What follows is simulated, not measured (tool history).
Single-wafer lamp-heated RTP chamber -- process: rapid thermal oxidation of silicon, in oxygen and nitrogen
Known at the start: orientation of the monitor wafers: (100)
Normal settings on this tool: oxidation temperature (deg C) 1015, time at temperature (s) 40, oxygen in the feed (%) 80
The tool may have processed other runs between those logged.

run	hour	oxidation temperature (deg C)	time at temperature (s)	oxygen in the feed (%)	read-back reference wafer on the same gauge, thickness	oxide thickness on the monitor wafer (Å)
1	0	1015	40	80	6.57	58.82
2	6.1	1015	40	80	6.569	58.54
3	14.3	1015	40	80	6.569	58.8
4	32.3	1015	40	80	6.571	59.11
5	46.4	1015	40	80	6.571	58.9
6	63	1015	40	80	6.57	59.01
7	70.6	1015	40	80	6.572	59.22
8	86.1	1015	40	80	6.566	59.26
9	97	1015	40	80	6.576	59.22
# hour 106: pyrometer window cleaned and pyrometer calibrated
10	124.1	1015	40	80	6.571	61.26
11	138.7	1015	29	71	6.572	51.62
12	153.8	1042	40	80	6.569	74.33
# hour 165.3: pyrometer window cleaned and pyrometer calibrated, repeated, since the last time left the tool worse
13	170.8	988	57	70	6.57	51.71
14	177.7	1015	40	80	6.566	56.55
# hour 186.3: gauge calibrated
# hour 193.9: oxygen flow controller replaced
15	194.4	1042	40	80	6.57	68.18
16	199.8	1004	48	89	6.573	58.71
17	225.6	994	24	71	6.568	38.79
18	234.6	989	28	91	6.576	42.74
19	241.6	1015	40	80	6.574	56.63
20	251	1015	40	80	6.565	56.98
21	257.1	1015	40	67	6.568	53.45

Measured minus without-hidden-state, run by run (identical run-to-run variation in each term; gauge scatter may differ):
Hidden state at play: true wafer temperature minus pyrometer reading, K; deviation of the oxygen flow from its setpoint, %; gauge reads high (%).
run	oxide thickness on the monitor wafer (Å)
1	+2.49
2	+2.5
3	+2.56
4	+2.65
5	+2.71
6	+2.79
7	+2.83
8	+2.91
9	+2.95
10	+5.14
11	+4.24
12	+6.25
13	+0.13
14	+0.18
15	+0.3
16	+0.3
17	+0.24
18	+0.31
19	+0.47
20	+0.52
21	+0.5

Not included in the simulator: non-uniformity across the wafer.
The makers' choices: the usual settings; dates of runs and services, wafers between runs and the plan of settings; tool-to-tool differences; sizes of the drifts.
